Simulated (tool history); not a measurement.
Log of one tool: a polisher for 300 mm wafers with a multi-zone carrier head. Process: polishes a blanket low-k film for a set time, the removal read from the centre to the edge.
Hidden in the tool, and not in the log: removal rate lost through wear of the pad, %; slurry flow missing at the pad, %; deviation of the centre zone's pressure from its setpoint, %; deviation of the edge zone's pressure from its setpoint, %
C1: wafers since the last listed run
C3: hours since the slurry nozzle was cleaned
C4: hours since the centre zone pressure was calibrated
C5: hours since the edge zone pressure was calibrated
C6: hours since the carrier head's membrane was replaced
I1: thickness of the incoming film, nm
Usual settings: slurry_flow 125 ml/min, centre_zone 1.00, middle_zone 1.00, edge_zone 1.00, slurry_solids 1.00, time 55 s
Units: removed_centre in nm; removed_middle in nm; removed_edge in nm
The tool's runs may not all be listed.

Run 1, hour 0.0: usual settings but centre_zone 0.91; C1 0; wafers polished on this pad 1012; C3 301.8; C4 538.2; C5 10.9; C6 1094.0; I1 736.7. Result: removed_centre 16.4 nm, removed_middle 17.6 nm, removed_edge 18.5 nm.
At hour 13.3: centre zone pressure recalibrated.
Run 2, hour 43.1: usual settings; C1 532; wafers polished on this pad 1545; C3 344.9; C4 29.8; C5 54.0; C6 1137.1; I1 743.9. Result: removed_centre 17.9 nm, removed_middle 17.5 nm, removed_edge 18.1 nm.
Run 3, hour 80.5: usual settings; C1 484; wafers polished on this pad 2030; C3 382.3; C4 67.2; C5 91.4; C6 1174.5; I1 740.3. Result: removed_centre 17.8 nm, removed_middle 17.5 nm, removed_edge 18.1 nm.
Run 4, hour 131.3: usual settings; C1 658; wafers polished on this pad 2688; C3 433.1; C4 118.0; C5 142.2; C6 1225.3; I1 747.1. Result: removed_centre 18.0 nm, removed_middle 17.6 nm, removed_edge 18.3 nm.
Run 5, hour 163.7: usual settings; C1 420; wafers polished on this pad 3108; C3 465.5; C4 150.4; C5 174.6; C6 1257.7; I1 765.1. Result: removed_centre 17.7 nm, removed_middle 17.3 nm, removed_edge 18.1 nm.
At hour 170.1: slurry nozzle cleaned.
Run 6, hour 194.4: usual settings but time 63 s; C1 385; wafers polished on this pad 3493; C3 24.3; C4 181.1; C5 205.3; C6 1288.4; I1 749.2. Result: removed_centre 21.0 nm, removed_middle 20.4 nm, removed_edge 21.2 nm.
At hour 208.8: worn pad replaced by a new one.
Run 7, hour 227.5: usual settings but time 63 s; C1 377; wafers polished on this pad 242; C3 57.4; C4 214.2; C5 238.4; C6 1321.5; I1 745.1. Result: removed_centre 21.0 nm, removed_middle 20.7 nm, removed_edge 21.3 nm.
Run 8, hour 254.3: usual settings but edge_zone 0.95, slurry_solids 1.25; C1 347; wafers polished on this pad 590; C3 84.2; C4 241.0; C5 265.2; C6 1348.3; I1 758.4. Result: removed_centre 19.2 nm, removed_middle 19.1 nm, removed_edge 19.2 nm.
At hour 275.4: carrier head's membrane replaced by a new one.
Run 9, hour 286.6: usual settings but middle_zone 0.95; C1 353; wafers polished on this pad 943; C3 116.5; C4 273.3; C5 297.5; C6 11.2; I1 758.3. Result: removed_centre 18.2 nm, removed_middle 16.7 nm, removed_edge 18.3 nm.
Run 10, hour 322.5: usual settings; C1 465; wafers polished on this pad 1409; C3 152.4; C4 309.2; C5 333.4; C6 47.1; I1 747.2. Result: removed_centre 18.0 nm, removed_middle 18.1 nm, removed_edge 18.5 nm.
Run 11, hour 355.7: usual settings but slurry_flow 165 ml/min, time 68 s; C1 430; wafers polished on this pad 1839; C3 185.6; C4 342.4; C5 366.6; C6 80.3; I1 738.0. Result: removed_centre 23.9 nm, removed_middle 23.7 nm, removed_edge 23.8 nm.
Run 12, hour 420.5: usual settings but slurry_flow 145 ml/min, slurry_solids 0.80; C1 840; wafers polished on this pad 2679; C3 250.4; C4 407.2; C5 431.4; C6 145.1; I1 750.6. Result: removed_centre 17.8 nm, removed_middle 16.9 nm, removed_edge 17.7 nm.
Run 13, hour 486.5: usual settings but slurry_solids 1.10; C1 855; wafers polished on this pad 3535; C3 316.4; C4 473.2; C5 497.4; C6 211.1; I1 737.7. Result: removed_centre 18.4 nm, removed_middle 17.9 nm, removed_edge 18.6 nm.
At hour 499.9: worn pad replaced by a new one.
Run 14, hour 523.6: usual settings but centre_zone 1.04, time 37 s; C1 429; wafers polished on this pad 307; C3 353.5; C4 510.3; C5 534.5; C6 248.2; I1 741.2. Result: removed_centre 12.5 nm, removed_middle 12.1 nm, removed_edge 12.3 nm.
At hour 559.0: centre zone pressure recalibrated.
Run 15, hour 589.1: usual settings; C1 823; wafers polished on this pad 1130; C3 419.0; C4 30.1; C5 600.0; C6 313.7; I1 764.6. Result: removed_centre 17.9 nm, removed_middle 17.5 nm, removed_edge 18.2 nm.
Run 16, hour 635.0: usual settings but edge_zone 0.95; C1 595; wafers polished on this pad 1726; C3 464.9; C4 76.0; C5 645.9; C6 359.6; I1 747.4. Result: removed_centre 17.8 nm, removed_middle 17.5 nm, removed_edge 17.8 nm.
At hour 650.2: slurry nozzle cleaned.
Run 17, hour 700.2: usual settings; C1 832; wafers polished on this pad 2558; C3 50.0; C4 141.2; C5 711.1; C6 424.8; I1 744.9. Result: removed_centre 18.3 nm, removed_middle 17.6 nm, removed_edge 18.5 nm.
Run 18, hour 766.2: usual settings but time 66 s; C1 855; wafers polished on this pad 3413; C3 116.0; C4 207.2; C5 777.1; C6 490.8; I1 759.4. Result: removed_centre 22.0 nm, removed_middle 21.6 nm, removed_edge 21.9 nm.
Run 19, hour 813.4: usual settings but time 39 s; C1 611; wafers polished on this pad 4025; C3 163.2; C4 254.4; C5 824.3; C6 538.0; I1 752.4. Result: removed_centre 12.9 nm, removed_middle 12.6 nm, removed_edge 13.2 nm.
At hour 835.5: worn pad replaced by a new one.
Run 20, hour 873.9: usual settings but slurry_flow 170 ml/min, middle_zone 0.91, slurry_solids 0.70, time 65 s; C1 732; wafers polished on this pad 498; C3 223.7; C4 314.9; C5 884.8; C6 598.5; I1 747.6. Result: removed_centre 21.3 nm, removed_middle 18.4 nm, removed_edge 21.0 nm.
Run 21, hour 945.3: usual settings but centre_zone 0.93, edge_zone 0.96, slurry_solids 1.30, time 60 s; C1 925; wafers polished on this pad 1423; C3 295.1; C4 386.3; C5 956.2; C6 669.9; I1 762.3. Result: removed_centre 19.7 nm, removed_middle 20.7 nm, removed_edge 21.4 nm.
Run 22, hour 1004.9: usual settings but middle_zone 1.11, edge_zone 0.90; C1 772; wafers polished on this pad 2196; C3 354.7; C4 445.9; C5 1015.8; C6 729.5; I1 744.0. Result: removed_centre 18.0 nm, removed_middle 19.5 nm, removed_edge 17.4 nm.
Run 23, hour 1036.8: usual settings but slurry_flow 105 ml/min, slurry_solids 0.75, time 37 s; C1 413; wafers polished on this pad 2609; C3 386.6; C4 477.8; C5 1047.7; C6 761.4; I1 750.5. Result: removed_centre 10.6 nm, removed_middle 10.5 nm, removed_edge 10.9 nm.

The same runs without the tool's hidden state, with the same run-to-run variation:
run  removed_centre  removed_middle  removed_edge
  1            16.9            18.0          18.8
  2            18.4            17.9          18.4
  3            18.4            18.0          18.5
  4            18.6            18.2          18.7
  5            18.4            17.9          18.5
  6            21.1            20.5          21.3
  7            21.2            20.8          21.4
  8            19.4            19.2          19.3
  9            18.4            16.9          18.4
 10            18.2            18.3          18.7
 11            24.2            23.9          24.0
 12            18.1            17.2          17.9
 13            18.9            18.4          18.9
 14            12.9            12.4          12.5
 15            18.6            18.1          18.6
 16            18.6            18.2          18.3
 17            18.4            17.7          18.5
 18            22.2            21.8          22.0
 19            13.0            12.8          13.3
 20            21.5            18.6          21.1
 21            20.2            21.1          21.7
 22            18.5            20.0          17.7
 23            11.0            10.8          11.1
